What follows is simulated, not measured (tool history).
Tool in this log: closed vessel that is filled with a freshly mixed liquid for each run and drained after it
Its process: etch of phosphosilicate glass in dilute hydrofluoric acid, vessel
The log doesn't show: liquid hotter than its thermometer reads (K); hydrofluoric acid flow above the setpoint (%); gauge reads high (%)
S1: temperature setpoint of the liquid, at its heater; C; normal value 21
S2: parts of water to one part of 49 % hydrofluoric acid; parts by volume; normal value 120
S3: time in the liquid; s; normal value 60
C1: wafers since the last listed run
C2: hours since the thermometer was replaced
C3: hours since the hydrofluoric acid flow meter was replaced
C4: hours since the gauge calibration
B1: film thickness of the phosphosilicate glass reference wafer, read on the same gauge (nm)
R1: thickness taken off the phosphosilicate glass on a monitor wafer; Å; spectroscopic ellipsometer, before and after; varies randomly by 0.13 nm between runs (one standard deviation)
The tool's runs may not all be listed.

{"run": 1, "hour": 0.0, "S1": 21, "S2": 100, "S3": 85, "C1": 0, "C2": 2049.8, "C3": 618.2, "C4": 262.7, "B1": 70.02, "R1": 740.2}
{"run": 2, "hour": 17.6, "S1": 21, "S2": 120, "S3": 60, "C1": 1590, "C2": 2067.4, "C3": 635.8, "C4": 280.3, "B1": 69.97, "R1": 428.7}
{"run": 3, "hour": 27.0, "S1": 21, "S2": 120, "S3": 60, "C1": 849, "C2": 2076.8, "C3": 645.2, "C4": 289.7, "B1": 70, "R1": 425.3}
{"run": 4, "hour": 37.3, "S1": 21, "S2": 120, "S3": 60, "C1": 931, "C2": 2087.1, "C3": 655.5, "C4": 300, "B1": 69.99, "R1": 426.5}
{"run": 5, "hour": 52.9, "S1": 21, "S2": 120, "S3": 60, "C1": 1410, "C2": 2102.7, "C3": 671.1, "C4": 315.6, "B1": 70, "R1": 429.3}
{"run": 6, "hour": 63.2, "S1": 21, "S2": 120, "S3": 60, "C1": 931, "C2": 2113, "C3": 681.4, "C4": 325.9, "B1": 69.99, "R1": 429.2}
{"run": 7, "hour": 75.4, "S1": 21, "S2": 120, "S3": 60, "C1": 1102, "C2": 2125.2, "C3": 693.6, "C4": 338.1, "B1": 69.98, "R1": 426.2}
{"run": 8, "hour": 92.5, "S1": 21, "S2": 120, "S3": 60, "C1": 1545, "C2": 2142.3, "C3": 710.7, "C4": 355.2, "B1": 69.98, "R1": 431.6}
{"run": 9, "hour": 106.7, "S1": 21, "S2": 120, "S3": 60, "C1": 1283, "C2": 2156.5, "C3": 724.9, "C4": 369.4, "B1": 70, "R1": 426.7}
{"run": 10, "hour": 120.0, "S1": 21, "S2": 120, "S3": 75, "C1": 1202, "C2": 2169.8, "C3": 738.2, "C4": 382.7, "B1": 69.99, "R1": 535.8}
{"run": 11, "hour": 128.9, "S1": 21, "S2": 120, "S3": 75, "C1": 804, "C2": 2178.7, "C3": 747.1, "C4": 391.6, "B1": 69.99, "R1": 538.3}
{"run": 12, "hour": 136.7, "S1": 21, "S2": 120, "S3": 60, "C1": 705, "C2": 2186.5, "C3": 754.9, "C4": 399.4, "B1": 70.01, "R1": 430.5}
{"run": 13, "hour": 144.7, "S1": 21, "S2": 105, "S3": 60, "C1": 723, "C2": 2194.5, "C3": 762.9, "C4": 407.4, "B1": 69.99, "R1": 500.4}
{"run": 14, "hour": 156.7, "S1": 21, "S2": 120, "S3": 60, "C1": 1084, "C2": 2206.5, "C3": 774.9, "C4": 419.4, "B1": 69.99, "R1": 429.3}
{"run": 15, "hour": 168.8, "S1": 21, "S2": 120, "S3": 60, "C1": 1093, "C2": 2218.6, "C3": 787, "C4": 431.5, "B1": 70.01, "R1": 429.6}
{"hour": 177.9, "done": "hydrofluoric acid flow meter replaced"}
{"hour": 179.2, "done": "gauge calibrated"}
{"run": 16, "hour": 181.8, "S1": 21, "S2": 150, "S3": 60, "C1": 1084, "C2": 2231.6, "C3": 3.9, "C4": 2.6, "B1": 70.02, "R1": 333.3}
{"hour": 186.2, "done": "thermometer replaced"}
{"run": 17, "hour": 198.7, "S1": 21, "S2": 160, "S3": 60, "C1": 1437, "C2": 12.5, "C3": 20.8, "C4": 19.5, "B1": 70.01, "R1": 283.8}
{"run": 18, "hour": 205.9, "S1": 24, "S2": 145, "S3": 60, "C1": 650, "C2": 19.7, "C3": 28, "C4": 26.7, "B1": 69.98, "R1": 357.9}
{"run": 19, "hour": 221.9, "S1": 21, "S2": 120, "S3": 45, "C1": 1446, "C2": 35.7, "C3": 44, "C4": 42.7, "B1": 70, "R1": 296.3}
{"run": 20, "hour": 232.7, "S1": 25.5, "S2": 120, "S3": 60, "C1": 976, "C2": 46.5, "C3": 54.8, "C4": 53.5, "B1": 70.01, "R1": 471.2}
{"run": 21, "hour": 247.9, "S1": 22.5, "S2": 120, "S3": 40, "C1": 1373, "C2": 61.7, "C3": 70, "C4": 68.7, "B1": 70.02, "R1": 277.2}
{"run": 22, "hour": 259.5, "S1": 21, "S2": 120, "S3": 60, "C1": 1048, "C2": 73.3, "C3": 81.6, "C4": 80.3, "B1": 69.97, "R1": 394.4}
{"run": 23, "hour": 277.0, "S1": 21, "S2": 120, "S3": 75, "C1": 1581, "C2": 90.8, "C3": 99.1, "C4": 97.8, "B1": 70.01, "R1": 494.9}
{"run": 24, "hour": 292.0, "S1": 21, "S2": 120, "S3": 60, "C1": 1355, "C2": 105.8, "C3": 114.1, "C4": 112.8, "B1": 70.03, "R1": 395.9}
{"run": 25, "hour": 302.6, "S1": 25, "S2": 120, "S3": 60, "C1": 958, "C2": 116.4, "C3": 124.7, "C4": 123.4, "B1": 70.02, "R1": 462.5}
{"run": 26, "hour": 320.6, "S1": 17, "S2": 90, "S3": 40, "C1": 1627, "C2": 134.4, "C3": 142.7, "C4": 141.4, "B1": 70.01, "R1": 310.5}
{"run": 27, "hour": 333.0, "S1": 18, "S2": 140, "S3": 70, "C1": 1120, "C2": 146.8, "C3": 155.1, "C4": 153.8, "B1": 70.02, "R1": 344.1}
{"run": 28, "hour": 343.9, "S1": 21, "S2": 120, "S3": 35, "C1": 985, "C2": 157.7, "C3": 166, "C4": 164.7, "B1": 69.99, "R1": 231.9}
{"run": 29, "hour": 359.6, "S1": 21, "S2": 120, "S3": 60, "C1": 1419, "C2": 173.4, "C3": 181.7, "C4": 180.4, "B1": 70, "R1": 396.4}
{"run": 30, "hour": 369.5, "S1": 26, "S2": 175, "S3": 60, "C1": 894, "C2": 183.3, "C3": 191.6, "C4": 190.3, "B1": 70.01, "R1": 307.7}
{"run": 31, "hour": 378.9, "S1": 18.5, "S2": 120, "S3": 60, "C1": 849, "C2": 192.7, "C3": 201, "C4": 199.7, "B1": 70, "R1": 358}
{"run": 32, "hour": 386.2, "S1": 19, "S2": 100, "S3": 90, "C1": 659, "C2": 200, "C3": 208.3, "C4": 207, "B1": 70.03, "R1": 671.8}
{"run": 33, "hour": 396.8, "S1": 21, "S2": 120, "S3": 50, "C1": 958, "C2": 210.6, "C3": 218.9, "C4": 217.6, "B1": 69.97, "R1": 328.7}

Below, some changes in R1 between adjacent runs. For each, the amount present without the hidden state too (settings, incoming material, random variation) and the amount remaining for the hidden state with gauge scatter not shared by both compared results:
Run 1 -> 2: S2 100 -> 120, S3 85 -> 60. R1 -311.5 Å: hidden state -28.9, all else -282.6.
Run 9 -> 10: S3 60 -> 75. R1 +109.1 Å: hidden state +10.7, all else +98.4.
Run 16 -> 17: S2 150 -> 160, thermometer replaced. R1 -49.5 Å: hidden state -27.9, all else -21.6.
Run 31 -> 32: S1 18.5 -> 19, S2 120 -> 100, S3 60 -> 90. R1 +313.8 Å: hidden state +7.5, all else +306.3.
Run 32 -> 33: S1 19 -> 21, S2 100 -> 120, S3 90 -> 50. R1 -343.1 Å: hidden state -8.2, all else -334.9.

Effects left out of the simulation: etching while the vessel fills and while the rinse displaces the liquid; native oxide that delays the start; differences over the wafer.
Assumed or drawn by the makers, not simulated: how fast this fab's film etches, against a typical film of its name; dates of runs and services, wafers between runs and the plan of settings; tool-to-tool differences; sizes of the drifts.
